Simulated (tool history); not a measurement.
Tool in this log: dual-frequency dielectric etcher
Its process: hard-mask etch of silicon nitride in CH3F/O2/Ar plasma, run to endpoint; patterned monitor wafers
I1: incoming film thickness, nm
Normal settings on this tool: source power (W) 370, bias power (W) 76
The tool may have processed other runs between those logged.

Run 1, hour 0.0: usual settings; I1 52.5. Result: endpoint time (s) 78.3.
Run 2, hour 7.1: usual settings; I1 53.3. Result: endpoint time (s) 79.3.
Run 3, hour 16.8: usual settings; I1 53.1. Result: endpoint time (s) 79.3.
Run 4, hour 30.7: usual settings; I1 53.1. Result: endpoint time (s) 79.0.
Run 5, hour 43.1: usual settings; I1 53.6. Result: endpoint time (s) 79.3.
Run 6, hour 51.9: usual settings; I1 54.1. Result: endpoint time (s) 80.0.
Run 7, hour 71.3: usual settings but bias power (W) 65; I1 53.5. Result: endpoint time (s) 84.4.
Run 8, hour 78.3: usual settings but bias power (W) 65; I1 53.0. Result: endpoint time (s) 83.4.
Run 9, hour 110.5: usual settings but bias power (W) 65; I1 53.4. Result: endpoint time (s) 84.3.
Run 10, hour 119.4: usual settings but bias power (W) 88; I1 53.3. Result: endpoint time (s) 74.8.
Run 11, hour 129.9: usual settings but bias power (W) 88; I1 52.8. Result: endpoint time (s) 73.9.
At hour 143.9: bias power generator calibrated.
Run 12, hour 144.4: usual settings; I1 53.1. Result: endpoint time (s) 78.6.
Run 13, hour 153.1: usual settings but bias power (W) 67; I1 53.2. Result: endpoint time (s) 82.7.
Run 14, hour 160.2: usual settings; I1 54.0. Result: endpoint time (s) 80.0.
Run 15, hour 176.3: usual settings; I1 53.1. Result: endpoint time (s) 78.7.
Run 16, hour 198.7: usual settings; I1 53.5. Result: endpoint time (s) 79.5.
Run 17, hour 208.4: usual settings; I1 53.3. Result: endpoint time (s) 79.0.
Run 18, hour 225.5: usual settings but source power (W) 420, bias power (W) 64; I1 53.9. Result: endpoint time (s) 79.9.
Run 19, hour 232.9: usual settings but source power (W) 440, bias power (W) 68; I1 53.3. Result: endpoint time (s) 75.9.
At hour 262.9: wet clean of the chamber.
Run 20, hour 263.4: usual settings but source power (W) 450, bias power (W) 88; I1 53.3. Result: endpoint time (s) 71.5.
At hour 273.0: source power generator calibrated.
Run 21, hour 273.5: usual settings but source power (W) 290, bias power (W) 60; I1 53.6. Result: endpoint time (s) 101.6.
At hour 298.4: upper electrode replaced.
Run 22, hour 298.9: usual settings but source power (W) 300, bias power (W) 71; I1 53.7. Result: endpoint time (s) 93.7.
Run 23, hour 299.4: usual settings but source power (W) 310, bias power (W) 86; I1 53.5. Result: endpoint time (s) 85.2.
Run 24, hour 307.6: usual settings but source power (W) 410, bias power (W) 87; I1 53.4. Result: endpoint time (s) 74.7.
Run 25, hour 325.5: usual settings; I1 53.3. Result: endpoint time (s) 82.4.
Run 26, hour 334.1: usual settings; I1 53.6. Result: endpoint time (s) 83.0.
Run 27, hour 340.2: usual settings; I1 53.9. Result: endpoint time (s) 83.5.
Run 28, hour 348.0: usual settings; I1 53.3. Result: endpoint time (s) 82.1.
Run 29, hour 363.2: usual settings but source power (W) 330, bias power (W) 59; I1 53.1. Result: endpoint time (s) 94.2.
At hour 387.6: wet clean of the chamber, repeated, since the last time left the tool worse.
Run 30, hour 388.1: usual settings but bias power (W) 57; I1 53.6. Result: endpoint time (s) 89.8.
Run 31, hour 391.9: usual settings but source power (W) 400; I1 53.6. Result: endpoint time (s) 77.9.
Run 32, hour 409.9: usual settings but source power (W) 330; I1 53.5. Result: endpoint time (s) 84.5.
Run 33, hour 427.5: usual settings but source power (W) 450, bias power (W) 61; I1 53.2. Result: endpoint time (s) 79.5.
Run 34, hour 439.1: usual settings but source power (W) 340, bias power (W) 67; I1 53.3. Result: endpoint time (s) 87.2.

5 options for the next run, each taken on its own from the tool as it stands now. Forecast them:
Run A, hour 439.5: usual settings but source power (W) 300; I1 53.5. Result: endpoint time (s) ?.
Run B, hour 439.5: usual settings but source power (W) 410, bias power (W) 85; I1 53.5. Result: endpoint time (s) ?.
Run C, hour 439.5: usual settings but source power (W) 330, bias power (W) 92; I1 53.5. Result: endpoint time (s) ?.
Run D, hour 439.5: usual settings but source power (W) 460, bias power (W) 91; I1 53.5. Result: endpoint time (s) ?.
Run E, hour 439.5: usual settings but source power (W) 410, bias power (W) 59; I1 53.5. Result: endpoint time (s) ?.

run  endpoint time (s)
  A               88.8
  B               74.0
  C               78.9
  D               68.6
  E               84.7
What these runs would have given with no unlogged condition in the tool:
run  endpoint time (s)
  A               88.8
  B               74.0
  C               79.0
  D               68.6
  E               84.7

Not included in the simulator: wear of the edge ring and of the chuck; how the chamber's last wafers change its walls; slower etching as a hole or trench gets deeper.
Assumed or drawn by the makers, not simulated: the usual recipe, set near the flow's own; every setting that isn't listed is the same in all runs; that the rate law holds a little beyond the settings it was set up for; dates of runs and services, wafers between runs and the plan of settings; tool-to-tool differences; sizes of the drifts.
